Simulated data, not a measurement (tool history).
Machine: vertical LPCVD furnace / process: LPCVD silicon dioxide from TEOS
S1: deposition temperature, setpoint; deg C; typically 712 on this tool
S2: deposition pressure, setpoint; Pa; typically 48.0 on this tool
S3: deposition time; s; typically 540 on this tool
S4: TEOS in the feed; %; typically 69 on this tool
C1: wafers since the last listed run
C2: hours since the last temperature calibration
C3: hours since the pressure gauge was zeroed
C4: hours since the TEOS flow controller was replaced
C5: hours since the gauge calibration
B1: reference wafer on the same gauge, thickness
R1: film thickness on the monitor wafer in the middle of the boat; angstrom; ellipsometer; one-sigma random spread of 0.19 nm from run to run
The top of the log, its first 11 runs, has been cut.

run	day	S1	S2	S3	S4	C1	C2	C3	C4	C5	B1	R1
12	20.646	712	55.3	540	59	640	1366.4	1722.8	1648.4	1085.9	72.91	903.4
13	22.621	712	48.0	540	69	649	1413.8	1770.2	1695.8	1133.3	72.89	912.6
14	24.275	712	48.0	540	69	544	1453.5	1809.9	1735.5	1173.0	72.89	911.0
15	26.117	712	48.0	540	73	606	1497.7	1854.1	1779.7	1217.2	72.89	936.8
16	28.821	723	57.3	540	69	889	1562.6	1919.0	1844.6	1282.1	72.91	1275.8
# day 31.000: gauge calibrated
17	31.812	712	40.7	540	69	984	1634.4	1990.8	1916.4	19.5	72.89	841.8
18	34.292	721	48.0	540	64	815	1693.9	2050.3	1975.9	79.0	72.90	1076.1
19	35.717	712	48.0	540	69	468	1728.1	2084.5	2010.1	113.2	72.89	915.3
20	38.046	712	44.7	540	56	766	1784.0	2140.4	2066.0	169.1	72.92	790.9
21	39.950	712	52.0	540	69	626	1829.7	2186.1	2111.7	214.8	72.92	949.1
22	41.792	712	48.0	450	72	606	1873.9	2230.3	2155.9	259.0	72.86	778.8
23	42.842	707	48.0	540	69	345	1899.1	2255.5	2181.1	284.2	72.89	817.1
# day 44.012: pressure gauge zeroed
# day 44.375: thermocouples replaced and temperature profile calibrated
24	44.796	712	38.7	540	69	195	10.1	18.8	2228.0	331.1	72.88	810.9
25	46.550	701	54.7	750	69	577	52.2	60.9	2270.1	373.2	72.90	1041.3
# day 47.958: TEOS flow controller replaced
26	48.025	712	48.0	540	76	156	87.6	96.3	1.6	408.6	72.91	949.8
27	49.100	712	48.0	390	60	353	113.4	122.1	27.4	434.4	72.92	610.3
28	51.838	708	48.0	540	69	900	179.1	187.8	93.1	500.1	72.89	826.1
29	54.012	712	48.0	540	69	715	231.3	240.0	145.3	552.3	72.90	905.8
30	56.800	712	48.0	540	69	917	298.2	306.9	212.2	619.2	72.90	907.7
31	59.058	712	48.0	540	69	743	352.4	361.1	266.4	673.4	72.91	907.0
32	61.950	712	48.0	540	69	951	421.8	430.5	335.8	742.8	72.92	909.3

Alternative continuations, all from the tool just after run 32; predict every row:
A	62.121	712	58.7	540	69	56	425.9	434.6	339.9	746.9	?	?
B	62.121	721	39.3	720	78	56	425.9	434.6	339.9	746.9	?	?
C	62.121	705	59.3	540	69	56	425.9	434.6	339.9	746.9	?	?

run	B1	R1
A	72.93	1002.8
B	72.93	1425.0
C	72.93	859.5
The same runs, with their run-to-run variation unchanged, on a tool lacking any hidden condition would have given:
run	R1
A	997.9
B	1418.0
C	855.2
